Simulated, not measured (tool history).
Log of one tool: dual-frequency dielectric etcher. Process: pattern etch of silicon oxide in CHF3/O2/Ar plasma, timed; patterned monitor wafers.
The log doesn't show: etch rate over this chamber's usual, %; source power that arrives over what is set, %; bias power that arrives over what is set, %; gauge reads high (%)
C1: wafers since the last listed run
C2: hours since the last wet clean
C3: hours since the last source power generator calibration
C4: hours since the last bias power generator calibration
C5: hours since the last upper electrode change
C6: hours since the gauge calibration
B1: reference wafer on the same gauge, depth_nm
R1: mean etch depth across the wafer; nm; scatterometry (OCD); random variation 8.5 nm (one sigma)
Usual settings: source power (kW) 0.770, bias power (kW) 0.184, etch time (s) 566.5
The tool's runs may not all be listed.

run 1 hour=0.0 | source_power_(kW)=0.770 bias_power_(kW)=0.184 etch_time_(s)=566.5 | C1=0 C2=454.8 C3=2534.6 C4=2099.7 C5=4604.5 C6=1181.9 | B1=1482.9 | R1=1348.7
run 2 hour=53.6 | source_power_(kW)=0.770 bias_power_(kW)=0.184 etch_time_(s)=566.5 | C1=115 C2=508.4 C3=2588.2 C4=2153.3 C5=4658.1 C6=1235.5 | B1=1479.6 | R1=1358.0
run 3 hour=103.7 | source_power_(kW)=0.720 bias_power_(kW)=0.184 etch_time_(s)=566.5 | C1=107 C2=558.5 C3=2638.3 C4=2203.4 C5=4708.2 C6=1285.6 | B1=1478.9 | R1=1299.4
run 4 hour=141.6 | source_power_(kW)=0.830 bias_power_(kW)=0.184 etch_time_(s)=566.5 | C1=81 C2=596.4 C3=2676.2 C4=2241.3 C5=4746.1 C6=1323.5 | B1=1482.7 | R1=1412.2
-- hour=202.6 wet clean of the chamber
-- hour=253.6 upper electrode replaced
run 5 hour=254.1 | source_power_(kW)=0.830 bias_power_(kW)=0.184 etch_time_(s)=566.5 | C1=138 C2=51.5 C3=2788.7 C4=2353.8 C5=0.5 C6=1436.0 | B1=1477.9 | R1=1409.7
run 6 hour=316.9 | source_power_(kW)=0.850 bias_power_(kW)=0.184 etch_time_(s)=566.5 | C1=135 C2=114.3 C3=2851.5 C4=2416.6 C5=63.3 C6=1498.8 | B1=1480.4 | R1=1430.0
-- hour=359.7 source power generator calibrated
-- hour=368.2 gauge calibrated
run 7 hour=370.6 | source_power_(kW)=0.850 bias_power_(kW)=0.184 etch_time_(s)=566.5 | C1=107 C2=168.0 C3=10.9 C4=2470.3 C5=117.0 C6=2.4 | B1=1475.7 | R1=1467.5
run 8 hour=436.0 | source_power_(kW)=0.770 bias_power_(kW)=0.184 etch_time_(s)=566.5 | C1=140 C2=233.4 C3=76.3 C4=2535.7 C5=182.4 C6=67.8 | B1=1480.5 | R1=1390.5
run 9 hour=494.7 | source_power_(kW)=0.770 bias_power_(kW)=0.184 etch_time_(s)=566.5 | C1=126 C2=292.1 C3=135.0 C4=2594.4 C5=241.1 C6=126.5 | B1=1479.6 | R1=1387.6
run 10 hour=529.7 | source_power_(kW)=0.770 bias_power_(kW)=0.205 etch_time_(s)=631.0 | C1=75 C2=327.1 C3=170.0 C4=2629.4 C5=276.1 C6=161.5 | B1=1479.1 | R1=1638.8
run 11 hour=583.1 | source_power_(kW)=0.770 bias_power_(kW)=0.184 etch_time_(s)=566.5 | C1=115 C2=380.5 C3=223.4 C4=2682.8 C5=329.5 C6=214.9 | B1=1477.5 | R1=1391.8
run 12 hour=625.8 | source_power_(kW)=0.670 bias_power_(kW)=0.139 etch_time_(s)=566.5 | C1=92 C2=423.2 C3=266.1 C4=2725.5 C5=372.2 C6=257.6 | B1=1483.2 | R1=1114.9
run 13 hour=655.7 | source_power_(kW)=0.770 bias_power_(kW)=0.142 etch_time_(s)=566.5 | C1=64 C2=453.1 C3=296.0 C4=2755.4 C5=402.1 C6=287.5 | B1=1477.9 | R1=1231.8
run 14 hour=690.4 | source_power_(kW)=0.770 bias_power_(kW)=0.212 etch_time_(s)=566.5 | C1=74 C2=487.8 C3=330.7 C4=2790.1 C5=436.8 C6=322.2 | B1=1479.6 | R1=1482.9
run 15 hour=724.5 | source_power_(kW)=0.930 bias_power_(kW)=0.147 etch_time_(s)=628.5 | C1=73 C2=521.9 C3=364.8 C4=2824.2 C5=470.9 C6=356.3 | B1=1481.7 | R1=1530.7
-- hour=755.3 wet clean of the chamber
run 16 hour=765.9 | source_power_(kW)=0.770 bias_power_(kW)=0.156 etch_time_(s)=512.0 | C1=37 C2=10.6 C3=406.2 C4=2865.6 C5=512.3 C6=397.7 | B1=1480.7 | R1=1150.5
-- hour=784.1 bias power generator calibrated
run 17 hour=819.8 | source_power_(kW)=0.770 bias_power_(kW)=0.170 etch_time_(s)=680.0 | C1=107 C2=64.5 C3=460.1 C4=35.7 C5=566.2 C6=451.6 | B1=1480.8 | R1=1603.0
run 18 hour=873.6 | source_power_(kW)=0.770 bias_power_(kW)=0.184 etch_time_(s)=566.5 | C1=115 C2=118.3 C3=513.9 C4=89.5 C5=620.0 C6=505.4 | B1=1476.9 | R1=1365.2
run 19 hour=911.9 | source_power_(kW)=0.690 bias_power_(kW)=0.156 etch_time_(s)=697.5 | C1=82 C2=156.6 C3=552.2 C4=127.8 C5=658.3 C6=543.7 | B1=1484.7 | R1=1474.0
run 20 hour=943.2 | source_power_(kW)=0.770 bias_power_(kW)=0.211 etch_time_(s)=437.5 | C1=67 C2=187.9 C3=583.5 C4=159.1 C5=689.6 C6=575.0 | B1=1478.7 | R1=1142.8
run 21 hour=993.3 | source_power_(kW)=0.610 bias_power_(kW)=0.222 etch_time_(s)=442.0 | C1=107 C2=238.0 C3=633.6 C4=209.2 C5=739.7 C6=625.1 | B1=1478.0 | R1=1037.4
run 22 hour=1060.3 | source_power_(kW)=0.770 bias_power_(kW)=0.158 etch_time_(s)=618.5 | C1=144 C2=305.0 C3=700.6 C4=276.2 C5=806.7 C6=692.1 | B1=1480.4 | R1=1406.8
run 23 hour=1105.7 | source_power_(kW)=0.690 bias_power_(kW)=0.156 etch_time_(s)=697.5 | C1=97 C2=350.4 C3=746.0 C4=321.6 C5=852.1 C6=737.5 | B1=1477.9 | R1=1482.5
run 24 hour=1135.7 | source_power_(kW)=0.910 bias_power_(kW)=0.184 etch_time_(s)=566.5 | C1=64 C2=380.4 C3=776.0 C4=351.6 C5=882.1 C6=767.5 | B1=1483.1 | R1=1516.0
run 25 hour=1164.8 | source_power_(kW)=0.670 bias_power_(kW)=0.172 etch_time_(s)=690.5 | C1=62 C2=409.5 C3=805.1 C4=380.7 C5=911.2 C6=796.6 | B1=1478.8 | R1=1523.7
run 26 hour=1214.5 | source_power_(kW)=0.770 bias_power_(kW)=0.156 etch_time_(s)=566.5 | C1=107 C2=459.2 C3=854.8 C4=430.4 C5=960.9 C6=846.3 | B1=1479.5 | R1=1274.9
run 27 hour=1262.0 | source_power_(kW)=0.690 bias_power_(kW)=0.156 etch_time_(s)=697.5 | C1=102 C2=506.7 C3=902.3 C4=477.9 C5=1008.4 C6=893.8 | B1=1479.1 | R1=1474.4
run 28 hour=1303.8 | source_power_(kW)=0.820 bias_power_(kW)=0.157 etch_time_(s)=668.5 | C1=90 C2=548.5 C3=944.1 C4=519.7 C5=1050.2 C6=935.6 | B1=1475.8 | R1=1564.8
run 29 hour=1346.1 | source_power_(kW)=0.770 bias_power_(kW)=0.153 etch_time_(s)=566.5 | C1=91 C2=590.8 C3=986.4 C4=562.0 C5=1092.5 C6=977.9 | B1=1478.6 | R1=1270.4

5 ways to go on from here, each from the tool as it stands after run 29. What would each give?
run A hour=1346.7 | source_power_(kW)=0.770 bias_power_(kW)=0.184 etch_time_(s)=566.5 | C1=1 C2=591.4 C3=987.0 C4=562.6 C5=1093.1 C6=978.5 | B1=? | R1=?
run B hour=1346.7 | source_power_(kW)=0.640 bias_power_(kW)=0.184 etch_time_(s)=566.5 | C1=1 C2=591.4 C3=987.0 C4=562.6 C5=1093.1 C6=978.5 | B1=? | R1=?
run C hour=1346.7 | source_power_(kW)=0.890 bias_power_(kW)=0.204 etch_time_(s)=566.5 | C1=1 C2=591.4 C3=987.0 C4=562.6 C5=1093.1 C6=978.5 | B1=? | R1=?
run D hour=1346.7 | source_power_(kW)=0.950 bias_power_(kW)=0.184 etch_time_(s)=566.5 | C1=1 C2=591.4 C3=987.0 C4=562.6 C5=1093.1 C6=978.5 | B1=? | R1=?
run E hour=1346.7 | source_power_(kW)=0.770 bias_power_(kW)=0.217 etch_time_(s)=690.5 | C1=1 C2=591.4 C3=987.0 C4=562.6 C5=1093.1 C6=978.5 | B1=? | R1=?

run=A B1=1483.6 R1=1384.7
run=B B1=1483.6 R1=1246.4
run=C B1=1483.6 R1=1568.0
run=D B1=1483.6 R1=1546.6
run=E B1=1483.6 R1=1821.8
Without the tool's hidden state the same runs would have given:
run=A R1=1401.8
run=B R1=1261.8
run=C R1=1587.4
run=D R1=1565.9
run=E R1=1844.1
